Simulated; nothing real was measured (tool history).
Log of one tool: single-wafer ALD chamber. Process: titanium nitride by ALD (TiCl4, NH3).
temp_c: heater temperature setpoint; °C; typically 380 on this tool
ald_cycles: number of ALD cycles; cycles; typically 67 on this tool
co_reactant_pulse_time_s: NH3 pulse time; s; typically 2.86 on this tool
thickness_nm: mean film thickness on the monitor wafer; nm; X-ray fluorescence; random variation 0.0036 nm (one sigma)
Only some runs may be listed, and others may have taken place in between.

run	hour	temp_c	ald_cycles	co_reactant_pulse_time_s	read-back reference wafer on the same gauge, thickness_nm	thickness_nm
1	0	380	67	2.86	1.496	1.442
2	6.4	370	67	2.86	1.499	1.429
3	23.2	370	67	2.86	1.496	1.427
4	29.3	370	67	2.86	1.495	1.429
5	44.2	377	67	3.64	1.496	1.453
6	60.9	377	67	3.64	1.495	1.454
7	68	377	67	3.64	1.495	1.45
8	76.2	380	67	2.86	1.493	1.433
9	86.5	380	67	3.63	1.492	1.445
# hour 107.1: showerhead replaced
# hour 112.5: thermocouple changed; heater temperature recalibrated
10	113	380	67	3.63	1.49	1.446
11	113.5	380	74	2.86	1.489	1.576
12	115.6	380	74	2.86	1.487	1.583
13	124.2	380	67	2.86	1.489	1.431
14	143.5	389	67	3.54	1.486	1.447
15	155.1	389	67	3.54	1.486	1.454
# hour 160.1: gauge calibrated
16	168.8	380	67	2.86	1.5	1.445
17	181.9	377	67	3.64	1.499	1.457
18	192.9	380	67	2.86	1.502	1.445
19	201	375	67	2.86	1.5	1.434
20	210.4	380	76	3.45	1.499	1.652
21	221	380	67	2.86	1.501	1.451
22	234.8	380	62	1.91	1.5	1.305
23	247.7	373	67	2.86	1.499	1.437
24	259.8	380	61	2.86	1.5	1.312
25	271.2	380	67	2.86	1.498	1.438
26	285.1	393	62	3.63	1.496	1.35
27	294.2	392	74	2.86	1.496	1.602
28	307.8	380	67	2.86	1.498	1.443
29	320.8	369	78	1.99	1.495	1.62
30	336.7	380	67	2.86	1.494	1.432
31	343.5	388	76	4	1.494	1.655
32	392	380	57	2.86	1.489	1.216
33	398.4	366	67	2.86	1.49	1.416
34	407.7	374	55	1.84	1.488	1.136
35	425.4	380	74	2.49	1.487	1.562
# hour 432.7: gauge calibrated
36	435.9	380	58	2	1.502	1.221
37	442.7	380	67	2.86	1.501	1.449
38	455.3	380	74	2.86	1.502	1.601
39	462.9	375	67	2.86	1.503	1.442
40	480.4	380	67	2.86	1.502	1.444

Consider 4 possible next runs. They are alternatives, not a sequence: every one starts from the tool as it was left by run 40. What does each give?
A	481	395	67	2.86	?	?
B	481	380	59	3.21	?	?
C	481	389	67	2.86	?	?
D	481	394	62	3.46	?	?

run	read-back reference wafer on the same gauge, thickness_nm	thickness_nm
A	1.502	1.459
B	1.502	1.281
C	1.502	1.454
D	1.502	1.359
With the hidden condition removed and each run's random variation left untouched, the same runs would have given:
run	thickness_nm
A	1.457
B	1.28
C	1.452
D	1.357

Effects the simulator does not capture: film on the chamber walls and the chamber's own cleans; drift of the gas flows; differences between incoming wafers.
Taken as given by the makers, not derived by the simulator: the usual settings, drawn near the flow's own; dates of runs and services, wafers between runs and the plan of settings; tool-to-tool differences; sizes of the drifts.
